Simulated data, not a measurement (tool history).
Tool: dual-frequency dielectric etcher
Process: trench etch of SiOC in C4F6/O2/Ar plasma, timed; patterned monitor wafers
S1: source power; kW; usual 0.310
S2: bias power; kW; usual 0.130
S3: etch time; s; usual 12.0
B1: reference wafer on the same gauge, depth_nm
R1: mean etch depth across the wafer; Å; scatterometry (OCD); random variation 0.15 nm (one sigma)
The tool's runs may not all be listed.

{"run": 1, "hour": 0.0, "S1": 0.28, "S2": 0.13, "S3": 12.0, "B1": 18.79, "R1": 207.3}
{"hour": 38.6, "done": "gauge calibrated"}
{"run": 2, "hour": 105.5, "S1": 0.31, "S2": 0.141, "S3": 12.0, "B1": 18.79, "R1": 220.5}
{"run": 3, "hour": 177.7, "S1": 0.31, "S2": 0.141, "S3": 12.0, "B1": 18.85, "R1": 222.6}
{"run": 4, "hour": 226.7, "S1": 0.31, "S2": 0.141, "S3": 12.0, "B1": 18.84, "R1": 225.4}
{"hour": 335.7, "done": "wet clean of the chamber"}
{"run": 5, "hour": 336.2, "S1": 0.31, "S2": 0.15, "S3": 12.0, "B1": 18.84, "R1": 220.8}
{"run": 6, "hour": 421.9, "S1": 0.31, "S2": 0.15, "S3": 12.0, "B1": 18.83, "R1": 221.3}
{"run": 7, "hour": 498.4, "S1": 0.31, "S2": 0.15, "S3": 12.0, "B1": 18.85, "R1": 225.8}
{"run": 8, "hour": 589.8, "S1": 0.31, "S2": 0.147, "S3": 12.0, "B1": 18.8, "R1": 224.4}
{"run": 9, "hour": 712.7, "S1": 0.31, "S2": 0.147, "S3": 12.0, "B1": 18.87, "R1": 226.6}
{"run": 10, "hour": 789.3, "S1": 0.31, "S2": 0.147, "S3": 12.0, "B1": 18.76, "R1": 225.8}
{"hour": 824.3, "done": "wet clean of the chamber"}
{"hour": 865.7, "done": "bias power generator calibrated"}
{"run": 11, "hour": 895.7, "S1": 0.29, "S2": 0.13, "S3": 12.0, "B1": 18.78, "R1": 208.8}
{"run": 12, "hour": 961.6, "S1": 0.31, "S2": 0.13, "S3": 12.0, "B1": 18.78, "R1": 214.5}
{"hour": 996.5, "done": "upper electrode replaced"}
{"run": 13, "hour": 1004.6, "S1": 0.31, "S2": 0.13, "S3": 12.0, "B1": 18.83, "R1": 215.6}
{"run": 14, "hour": 1107.4, "S1": 0.31, "S2": 0.13, "S3": 12.0, "B1": 18.83, "R1": 217.7}
{"run": 15, "hour": 1150.9, "S1": 0.27, "S2": 0.159, "S3": 11.0, "B1": 18.72, "R1": 200.8}
{"hour": 1168.3, "done": "gauge calibrated"}
{"run": 16, "hour": 1253.7, "S1": 0.28, "S2": 0.13, "S3": 12.0, "B1": 18.86, "R1": 214.0}
{"hour": 1337.4, "done": "wet clean of the chamber"}
{"run": 17, "hour": 1337.9, "S1": 0.31, "S2": 0.13, "S3": 12.0, "B1": 18.82, "R1": 213.1}
{"run": 18, "hour": 1386.4, "S1": 0.31, "S2": 0.114, "S3": 10.0, "B1": 18.8, "R1": 174.8}
{"run": 19, "hour": 1486.8, "S1": 0.31, "S2": 0.105, "S3": 9.5, "B1": 18.78, "R1": 165.2}
{"hour": 1561.2, "done": "source power generator calibrated"}
{"run": 20, "hour": 1561.6, "S1": 0.33, "S2": 0.13, "S3": 9.5, "B1": 18.77, "R1": 175.0}
{"run": 21, "hour": 1791.4, "S1": 0.27, "S2": 0.151, "S3": 9.0, "B1": 18.79, "R1": 162.2}
{"run": 22, "hour": 1849.0, "S1": 0.34, "S2": 0.157, "S3": 12.0, "B1": 18.77, "R1": 240.5}
{"hour": 1876.5, "done": "wet clean of the chamber"}
{"run": 23, "hour": 1982.0, "S1": 0.31, "S2": 0.15, "S3": 12.0, "B1": 18.82, "R1": 224.5}
{"run": 24, "hour": 2083.1, "S1": 0.38, "S2": 0.13, "S3": 12.0, "B1": 18.79, "R1": 231.5}
{"run": 25, "hour": 2145.7, "S1": 0.31, "S2": 0.13, "S3": 12.0, "B1": 18.76, "R1": 218.7}
{"run": 26, "hour": 2242.4, "S1": 0.28, "S2": 0.117, "S3": 12.0, "B1": 18.8, "R1": 209.7}
{"run": 27, "hour": 2283.0, "S1": 0.25, "S2": 0.143, "S3": 13.0, "B1": 18.8, "R1": 229.0}
{"hour": 2345.5, "done": "wet clean of the chamber"}
{"run": 28, "hour": 2346.0, "S1": 0.31, "S2": 0.139, "S3": 12.0, "B1": 18.8, "R1": 217.4}
{"run": 29, "hour": 2425.2, "S1": 0.28, "S2": 0.121, "S3": 15.0, "B1": 18.79, "R1": 257.6}

Some steps in R1 between neighbouring runs. How much of each would the tool show without its hidden state too (settings, what came in, random variation), and how much is left for the hidden state, with any gauge scatter that isn't in both results?
The hidden state here: etch rate over this chamber's usual, %; source power that arrives over what is set, %; bias power that arrives over what is set, %; gauge reads high (%).
Run 10 -> 11: S1 0.310 -> 0.290, S2 0.147 -> 0.130, wet clean of the chamber, bias power generator calibrated. R1 -17.0 Å: hidden state -7.1, all else -9.9.
Run 21 -> 22: S1 0.270 -> 0.340, S2 0.151 -> 0.157, S3 9.0 -> 12.0. R1 +78.3 Å: hidden state +4.1, all else +74.2.
Run 27 -> 28: S1 0.250 -> 0.310, S2 0.143 -> 0.139, S3 13.0 -> 12.0, wet clean of the chamber. R1 -11.6 Å: hidden state -9.3, all else -2.3.
Run 28 -> 29: S1 0.310 -> 0.280, S2 0.139 -> 0.121, S3 12.0 -> 15.0. R1 +40.2 Å: hidden state +1.6, all else +38.6.

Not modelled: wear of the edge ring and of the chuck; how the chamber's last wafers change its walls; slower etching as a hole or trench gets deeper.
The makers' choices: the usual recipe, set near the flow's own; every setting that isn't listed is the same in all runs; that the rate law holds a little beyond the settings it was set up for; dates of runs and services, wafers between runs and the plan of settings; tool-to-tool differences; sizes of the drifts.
